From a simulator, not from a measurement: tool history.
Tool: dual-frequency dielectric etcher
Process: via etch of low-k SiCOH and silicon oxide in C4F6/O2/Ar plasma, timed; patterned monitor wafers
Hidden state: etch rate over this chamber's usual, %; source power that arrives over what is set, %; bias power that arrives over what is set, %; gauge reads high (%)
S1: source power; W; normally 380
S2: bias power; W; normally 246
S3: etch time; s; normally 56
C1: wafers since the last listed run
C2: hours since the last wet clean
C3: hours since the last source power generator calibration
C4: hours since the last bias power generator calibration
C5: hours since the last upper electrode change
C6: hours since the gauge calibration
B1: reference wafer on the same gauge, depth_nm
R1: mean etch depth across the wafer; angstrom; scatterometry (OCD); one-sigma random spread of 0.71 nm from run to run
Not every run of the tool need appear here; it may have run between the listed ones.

run     day   S1   S2    S3    C1     C2      C3      C4      C5      C6     B1    R1
  1       0  380  246    56     0   11.2  2714.6  1724.2  3540.6  2290.5    145  1627
  2   1.333  380  246    56   363   43.2  2746.6  1756.2  3572.6  2322.5    145  1629
  3   2.625  380  246    56   352   74.2  2777.6  1787.2  3603.6  2353.5    145  1623
  4   5.096  380  246    56   673  133.5  2836.9  1846.5  3662.9  2412.8  145.1  1628
     11.538  -- upper electrode replaced
  5  14.042  380  246    56  2165  348.2  3051.6  2061.2    60.1  2627.5    145  1594
     15.288  -- gauge calibrated
  6  16.612  380  246    56   700  409.9  3113.3  2122.9   121.8    31.8  144.7  1573
  7  17.875  380  246    56   344  440.2  3143.6  2153.2   152.1    62.1  144.9  1586
  8  20.775  380  246    56   790  509.8  3213.2  2222.8   221.7   131.7  145.1  1576
     21.833  -- wet clean of the chamber
  9  22.775  470  281    56   272   22.6  3261.2  2270.8   269.7   179.7  145.2  1938
 10  23.783  460  211    65   274   46.8  3285.4    2295   293.9   203.9  144.8  2011
 11  25.742  330  200  40.5   533   93.8  3332.4    2342   340.9   250.9    145   999
 12  28.675  480  229    41   799  164.2  3402.8  2412.4   411.3   321.3    145  1330
     29.938  -- bias power generator calibrated
 13  31.542  380  207    56   735    233  3471.6    38.5   480.1   390.1    145  1552
 14  32.575  380  204    56   281  257.8  3496.4    63.3   504.9   414.9  144.9  1546
     34.021  -- source power generator calibrated
 15  41.188  380  246    56  2302  464.5     172     270   711.6   621.6  145.2  1618
      44.55  -- wet clean of the chamber
 16  44.571  470  246    45   649    0.5   253.2   351.2   792.8   702.8  144.8  1502
 17  46.162  380  246    63   433   38.7   291.4   389.4     831     741  145.4  1860
 18  47.754  380  246    56   433   76.9   329.6   427.6   869.2   779.2  145.1  1653
 19  49.479  320  246    56   470  118.3     371     469   910.6   820.6  144.9  1480
 20  51.875  460  246    56   653  175.8   428.5   526.5   968.1   878.1    145  1841
 21   53.05  380  246    56   320    204   456.7   554.7   996.3   906.3  144.6  1650
 22  55.642  330  246  60.5   706  266.2   518.9   616.9  1058.5   968.5  145.1  1615
 23  57.562  380  246    56   523  312.3     565     663  1104.6  1014.6    145  1628
 24  59.588  480  189    56   551  360.9   613.6   711.6  1153.2  1063.2  145.2  1700
 25  61.754  460  303    56   590  412.9   665.6   763.6  1205.2  1115.2  144.9  1939
     64.438  -- wet clean of the chamber
 26  64.458  410  246  69.5   464    0.5   730.5   828.5  1270.1  1180.1  144.9  2137

Expected results for the next run?
 27  66.517  380  230  39  561  49.9  779.9  877.9  1319.5  1229.5   ?   ?

Run 27 yielded B1 145, R1 1116 angstrom.
Without the tool's hidden state the same run would have given R1 1134 angstrom.
